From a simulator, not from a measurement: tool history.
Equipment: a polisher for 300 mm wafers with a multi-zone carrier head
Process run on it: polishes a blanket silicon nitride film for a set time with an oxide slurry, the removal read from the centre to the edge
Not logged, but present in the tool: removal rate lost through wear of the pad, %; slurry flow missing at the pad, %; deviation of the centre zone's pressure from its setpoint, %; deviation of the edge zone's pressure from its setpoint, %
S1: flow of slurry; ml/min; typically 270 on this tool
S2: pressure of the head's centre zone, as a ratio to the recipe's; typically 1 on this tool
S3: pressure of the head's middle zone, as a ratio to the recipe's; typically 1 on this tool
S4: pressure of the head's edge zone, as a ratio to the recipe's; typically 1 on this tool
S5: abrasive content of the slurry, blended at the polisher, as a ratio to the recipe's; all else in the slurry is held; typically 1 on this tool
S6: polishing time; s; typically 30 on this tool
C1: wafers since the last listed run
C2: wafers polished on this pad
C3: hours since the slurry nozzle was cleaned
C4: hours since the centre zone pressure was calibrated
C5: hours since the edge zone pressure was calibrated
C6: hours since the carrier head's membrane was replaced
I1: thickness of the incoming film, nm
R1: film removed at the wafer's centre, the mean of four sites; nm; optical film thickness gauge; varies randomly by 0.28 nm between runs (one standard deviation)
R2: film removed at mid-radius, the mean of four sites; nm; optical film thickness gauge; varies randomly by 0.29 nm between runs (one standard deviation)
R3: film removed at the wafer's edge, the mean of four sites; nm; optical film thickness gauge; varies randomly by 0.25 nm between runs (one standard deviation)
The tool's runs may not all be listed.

Run 1, hour 0: usual settings but S2 1.11, S4 1.03, S6 22 s; C1 0; C2 1265; C3 227.7; C4 141.2; C5 225.7; C6 52.5; I1 370.2. Result: R1 19 nm, R2 17.7 nm, R3 17.8 nm.
At hour 5.4: slurry nozzle cleaned.
Run 2, hour 18.4: usual settings but S1 300 ml/min, S6 33 s; C1 239; C2 1504; C3 13; C4 159.6; C5 244.1; C6 70.9; I1 370.6. Result: R1 26.3 nm, R2 26.6 nm, R3 26.4 nm.
Run 3, hour 40.5: usual settings but S2 1.05, S3 1.07, S5 0.75; C1 304; C2 1809; C3 35.1; C4 181.7; C5 266.2; C6 93; I1 366.6. Result: R1 21.9 nm, R2 22.2 nm, R3 21.3 nm.
At hour 55.8: edge zone pressure recalibrated.
Run 4, hour 56.2: usual settings but S2 1.09, S4 0.89; C1 188; C2 1998; C3 50.8; C4 197.4; C5 0.4; C6 108.7; I1 372.3. Result: R1 26 nm, R2 24.1 nm, R3 22.6 nm.
Run 5, hour 70.3: usual settings; C1 194; C2 2192; C3 64.9; C4 211.5; C5 14.5; C6 122.8; I1 370.3. Result: R1 23.8 nm, R2 24 nm, R3 23.8 nm.
At hour 91.5: worn pad replaced by a new one.
Run 6, hour 105.2: usual settings; C1 425; C2 188; C3 99.8; C4 246.4; C5 49.4; C6 157.7; I1 369.2. Result: R1 24.3 nm, R2 23.5 nm, R3 24.2 nm.
Run 7, hour 119.3: usual settings but S3 1.11; C1 194; C2 383; C3 113.9; C4 260.5; C5 63.5; C6 171.8; I1 377.4. Result: R1 23.8 nm, R2 25.8 nm, R3 23.7 nm.
Run 8, hour 147.8: usual settings but S6 40 s; C1 392; C2 775; C3 142.4; C4 289; C5 92; C6 200.3; I1 362.8. Result: R1 31.5 nm, R2 32.4 nm, R3 31.3 nm.
Run 9, hour 162.4: usual settings but S1 195 ml/min, S3 0.9, S5 0.7; C1 201; C2 976; C3 157; C4 303.6; C5 106.6; C6 214.9; I1 364.5. Result: R1 18.9 nm, R2 18.1 nm, R3 19.9 nm.
Run 10, hour 176.3: usual settings but S3 0.95; C1 191; C2 1168; C3 170.9; C4 317.5; C5 120.5; C6 228.8; I1 372.8. Result: R1 23.9 nm, R2 23 nm, R3 24.3 nm.
Run 11, hour 196.1: usual settings but S1 190 ml/min, S4 1.08, S6 24 s; C1 272; C2 1441; C3 190.7; C4 337.3; C5 140.3; C6 248.6; I1 370.5. Result: R1 17.7 nm, R2 18 nm, R3 18.7 nm.
At hour 223.7: slurry nozzle cleaned.
Run 12, hour 229.7: usual settings; C1 449; C2 1890; C3 6; C4 370.9; C5 173.9; C6 282.2; I1 368.9. Result: R1 23.8 nm, R2 23.9 nm, R3 24.3 nm.
Run 13, hour 251.1: usual settings but S3 1.11, S4 0.96; C1 294; C2 2185; C3 27.4; C4 392.3; C5 195.3; C6 303.6; I1 373.9. Result: R1 23.4 nm, R2 25.5 nm, R3 23.8 nm.
Run 14, hour 277.7: usual settings but S6 21 s; C1 366; C2 2551; C3 54; C4 418.9; C5 221.9; C6 330.2; I1 370.2. Result: R1 16.2 nm, R2 16.9 nm, R3 16.8 nm.
Run 15, hour 302.9: usual settings but S1 230 ml/min, S2 1.05, S5 1.25, S6 36 s; C1 347; C2 2899; C3 79.2; C4 444.1; C5 247.1; C6 355.4; I1 365.1. Result: R1 31.7 nm, R2 30.3 nm, R3 30.9 nm.
Run 16, hour 316.3: usual settings but S1 300 ml/min, S2 0.93, S3 0.95; C1 184; C2 3083; C3 92.6; C4 457.5; C5 260.5; C6 368.8; I1 375.6. Result: R1 22.2 nm, R2 23.3 nm, R3 24.1 nm.
At hour 328.3: worn pad replaced by a new one.
Run 17, hour 329.4: usual settings but S2 1.06; C1 125; C2 15; C3 105.7; C4 470.6; C5 273.6; C6 381.9; I1 367.9. Result: R1 25.1 nm, R2 23.8 nm, R3 24.1 nm.
Run 18, hour 362.3: usual settings; C1 453; C2 468; C3 138.6; C4 503.5; C5 306.5; C6 414.8; I1 364.7. Result: R1 24.1 nm, R2 23.8 nm, R3 24.2 nm.
Run 19, hour 387.8: usual settings; C1 351; C2 820; C3 164.1; C4 529; C5 332; C6 440.3; I1 370.1. Result: R1 23.8 nm, R2 23.8 nm, R3 24.2 nm.
At hour 398.1: edge zone pressure recalibrated.
Run 20, hour 415.6: usual settings but S1 300 ml/min, S5 0.8; C1 355; C2 1175; C3 191.9; C4 556.8; C5 17.5; C6 468.1; I1 369.7. Result: R1 21.4 nm, R2 21.6 nm, R3 22 nm.

Run 21 has not been measured yet. What should we expect?
At hour 427.4: slurry nozzle cleaned.
Run 21, hour 446.8: usual settings; C1 416; C2 1591; C3 19.4; C4 588; C5 48.7; C6 499.3; I1 374.3. Result: R1 ?, R2 ?, R3 ?.

{"run 21": {"R1": 23.5, "R2": 23.5, "R3": 23.6}}
With the hidden condition absent and the run-to-run variation left alone, this run would have shown R1 23.5 nm, R2 23.5 nm, R3 23.6 nm.
